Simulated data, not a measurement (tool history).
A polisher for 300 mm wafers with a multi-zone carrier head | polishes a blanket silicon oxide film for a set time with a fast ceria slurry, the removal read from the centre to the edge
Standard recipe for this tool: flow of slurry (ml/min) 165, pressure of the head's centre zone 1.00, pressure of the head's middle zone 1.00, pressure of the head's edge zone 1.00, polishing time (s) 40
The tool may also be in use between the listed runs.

run	hour	flow of slurry (ml/min)	pressure of the head's centre zone	pressure of the head's middle zone	pressure of the head's edge zone	polishing time (s)	wafers since the last listed run	wafers polished on this pad	hours since the slurry nozzle was cleaned	hours since the centre zone pressure was calibrated	hours since the edge zone pressure was calibrated	hours since the carrier head's membrane was replaced	incoming thickness of the incoming film, nm	film removed at the wafer's centre (angstrom)	film removed at mid-radius (angstrom)	film removed at the wafer's edge (angstrom)
1	0.0	165	1.00	1.00	1.00	40	0	5847	381.6	195.2	93.7	918.3	2840.2	4423	4489	4489
# hour 9.4: worn pad replaced by a new one
2	57.1	165	1.00	1.00	1.00	40	713	640	438.7	252.3	150.8	975.4	2802.4	4539	4515	4640
3	84.7	165	0.90	1.00	1.00	40	370	1010	466.3	279.9	178.4	1003.0	2859.0	4007	4588	4578
4	112.8	165	1.00	1.00	0.93	46	377	1388	494.4	308.0	206.5	1031.1	2840.3	5242	5243	5014
5	145.6	140	0.88	1.06	0.89	40	440	1828	527.2	340.8	239.3	1063.9	2825.0	3861	4642	4359
6	184.9	200	1.00	1.10	1.07	40	527	2356	566.5	380.1	278.6	1103.2	2872.7	4618	5095	4713
# hour 231.7: carrier head's membrane replaced by a new one
# hour 252.6: centre zone pressure recalibrated
7	253.1	130	1.00	1.00	1.00	40	821	3178	634.7	0.5	346.8	21.4	2802.5	4365	4364	4480
# hour 285.7: edge zone pressure recalibrated
8	298.6	165	1.00	1.00	1.05	40	584	3762	680.2	46.0	12.9	66.9	2771.2	4526	4579	4712
# hour 306.3: slurry nozzle cleaned
9	362.2	165	1.00	1.00	1.08	40	840	4603	55.9	109.6	76.5	130.5	2844.3	4425	4540	4685
10	421.9	165	1.00	1.00	1.00	40	801	5405	115.6	169.3	136.2	190.2	2804.0	4545	4653	4591
# hour 429.8: worn pad replaced by a new one
11	469.1	165	1.00	1.00	1.00	40	580	527	162.8	216.5	183.4	237.4	2811.8	4525	4629	4487
12	512.3	165	1.00	1.00	1.00	40	580	1108	206.0	259.7	226.6	280.6	2829.9	4480	4577	4558
13	541.5	165	1.00	1.00	1.00	40	392	1500	235.2	288.9	255.8	309.8	2794.6	4487	4502	4536
14	566.7	135	1.00	0.96	1.00	40	338	1838	260.4	314.1	281.0	335.0	2766.3	4321	4257	4455
15	607.7	165	1.00	1.00	1.00	34	550	2389	301.4	355.1	322.0	376.0	2819.3	3792	3874	3845
# hour 655.4: edge zone pressure recalibrated
16	667.9	165	1.00	1.00	1.00	40	781	3170	361.6	415.3	12.5	436.2	2841.9	4505	4576	4567
# hour 695.0: centre zone pressure recalibrated
17	715.5	135	0.89	1.00	1.04	48	612	3783	409.2	20.5	60.1	483.8	2783.5	4630	5346	5542
# hour 820.8: worn pad replaced by a new one
18	821.3	120	1.00	1.00	1.00	40	1367	6	515.0	126.3	165.9	589.6	2796.9	4290	4404	4419
19	849.5	115	0.90	0.90	1.10	40	378	384	543.2	154.5	194.1	617.8	2849.2	3798	3964	4653
20	886.2	165	1.00	1.00	1.00	40	492	877	579.9	191.2	230.8	654.5	2769.5	4481	4525	4703
21	936.8	165	1.00	1.11	1.00	40	679	1557	630.5	241.8	281.4	705.1	2831.1	4473	5025	4565
22	990.7	165	1.00	1.00	1.00	40	723	2281	684.4	295.7	335.3	759.0	2836.9	4590	4580	4651
23	1053.5	165	1.00	1.00	1.00	40	843	3124	747.2	358.5	398.1	821.8	2856.0	4554	4523	4591

3 ways to go on from here, each from the tool as it stands after run 23. What would each give?
A	1053.9	165	1.00	1.00	1.00	46	5	3130	747.6	358.9	398.5	822.2	2842.7	?	?	?
B	1053.9	165	1.09	1.00	1.08	40	5	3130	747.6	358.9	398.5	822.2	2842.7	?	?	?
C	1053.9	135	1.00	0.97	1.07	36	5	3130	747.6	358.9	398.5	822.2	2842.7	?	?	?

run	film removed at the wafer's centre (angstrom)	film removed at mid-radius (angstrom)	film removed at the wafer's edge (angstrom)
A	5046	5215	5342
B	4785	4532	4807
C	3822	3865	4222
With no hidden state in the tool, these same runs would have given:
run	film removed at the wafer's centre (angstrom)	film removed at mid-radius (angstrom)	film removed at the wafer's edge (angstrom)
A	5046	5215	5342
B	4785	4532	4807
C	3822	3865	4222

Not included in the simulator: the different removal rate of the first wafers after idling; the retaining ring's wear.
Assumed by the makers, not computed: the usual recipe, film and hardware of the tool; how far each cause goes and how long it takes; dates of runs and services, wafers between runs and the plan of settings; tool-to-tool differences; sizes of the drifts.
